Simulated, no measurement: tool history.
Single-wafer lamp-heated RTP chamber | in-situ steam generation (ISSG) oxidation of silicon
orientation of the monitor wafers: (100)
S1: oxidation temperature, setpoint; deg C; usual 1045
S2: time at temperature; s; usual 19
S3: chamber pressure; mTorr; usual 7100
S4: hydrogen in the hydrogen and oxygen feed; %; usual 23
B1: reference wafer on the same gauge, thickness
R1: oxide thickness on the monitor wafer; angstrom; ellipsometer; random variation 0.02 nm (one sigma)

| run | hour | S1 | S2 | S3 | S4 | B1 | R1 |
|---|---|---|---|---|---|---|---|
| 1 | 0 | 1045 | 24 | 7100 | 23 | 7.013 | 76.47 |
| 2 | 10.8 | 1045 | 24 | 7100 | 23 | 7.004 | 76.78 |
| 3 | 26.4 | 1045 | 19 | 7100 | 23 | 7.011 | 67.44 |
| 4 | 44 | 1045 | 17 | 7100 | 23 | 7.007 | 63.8 |
| 5 | 51.1 | 1045 | 17 | 7100 | 23 | 7.013 | 63.99 |
| 6 | 60 | 1045 | 17 | 7100 | 23 | 7.012 | 64.03 |
| 7 | 70.4 | 1045 | 19 | 7100 | 23 | 7.009 | 67.84 |
| 8 | 84.1 | 1045 | 19 | 7100 | 23 | 7.021 | 67.42 |
| 9 | 91.7 | 1045 | 19 | 7100 | 23 | 7.016 | 67.96 |
| 10 | 105.5 | 1045 | 19 | 7100 | 23 | 7.015 | 67.62 |
|  | 115.2 | hydrogen flow controller replaced |
| 11 | 123.4 | 1045 | 19 | 7100 | 23 | 7.003 | 67.93 |
|  | 129.1 | gauge calibrated |
| 12 | 138.2 | 1055 | 19 | 7100 | 23 | 7.005 | 71.36 |
| 13 | 191 | 1045 | 19 | 7100 | 23 | 7.007 | 67.49 |
| 14 | 207.2 | 1045 | 19 | 7100 | 23 | 7.016 | 67.98 |
| 15 | 223.6 | 1045 | 19 | 7100 | 23 | 7.015 | 68.07 |
| 16 | 236.7 | 1025 | 19 | 7600 | 23 | 7.005 | 61.25 |
| 17 | 250 | 1040 | 19 | 7100 | 23 | 7.005 | 66.24 |
| 18 | 273.4 | 1045 | 26 | 7100 | 23 | 7.008 | 79.87 |
| 19 | 287.6 | 1028 | 19 | 7600 | 17 | 7.015 | 57.62 |
| 20 | 294.1 | 1045 | 19 | 7100 | 23 | 7.011 | 68.03 |
| 21 | 303 | 1045 | 25 | 7100 | 28 | 7.015 | 82.59 |
|  | 320 | pyrometer window cleaned and pyrometer calibrated |
| 22 | 320.5 | 1051 | 19 | 6900 | 23 | 7.009 | 67.22 |
|  | 333.3 | pressure gauge zeroed |
| 23 | 333.8 | 1045 | 19 | 7100 | 31 | 7.017 | 71.11 |
| 24 | 343.9 | 1059 | 13 | 7100 | 28 | 7.006 | 61.55 |
| 25 | 359.1 | 1045 | 19 | 8100 | 23 | 7.01 | 65.72 |
| 26 | 368.2 | 1045 | 19 | 7100 | 23 | 7.001 | 65.83 |
| 27 | 381.1 | 1045 | 19 | 7100 | 23 | 7.015 | 66.23 |
| 28 | 393.2 | 1045 | 22 | 7900 | 23 | 7.002 | 71.43 |
| 29 | 402.1 | 1045 | 19 | 7100 | 23 | 7.011 | 66.3 |
| 30 | 417.7 | 1045 | 19 | 6900 | 30 | 7.01 | 71.18 |
| 31 | 430.2 | 1045 | 19 | 7100 | 23 | 7.015 | 66.38 |
| 32 | 438.9 | 1056 | 19 | 8100 | 23 | 7.01 | 70.78 |

The tool's hidden state at each run:
true pressure minus gauge reading, Torr: 0 in every run
deviation of the hydrogen flow from its setpoint, %: 0 in every run
gauge reads high (%): 0 in every run
H1: true wafer temperature minus pyrometer reading, K
| run | H1 |
|---|---|
| 1 | 6.54 |
| 2 | 6.58 |
| 3 | 6.63 |
| 4 | 6.68 |
| 5 | 6.7 |
| 6 | 6.73 |
| 7 | 6.76 |
| 8 | 6.79 |
| 9 | 6.81 |
| 10 | 6.85 |
| 11 | 6.89 |
| 12 | 6.92 |
| 13 | 7.02 |
| 14 | 7.04 |
| 15 | 7.07 |
| 16 | 7.09 |
| 17 | 7.11 |
| 18 | 7.14 |
| 19 | 7.16 |
| 20 | 7.16 |
| 21 | 7.17 |
| 22 | 0.605 |
| 23 | 0.929 |
| 24 | 1.16 |
| 25 | 1.5 |
| 26 | 1.7 |
| 27 | 1.96 |
| 28 | 2.2 |
| 29 | 2.37 |
| 30 | 2.65 |
| 31 | 2.86 |
| 32 | 3 |
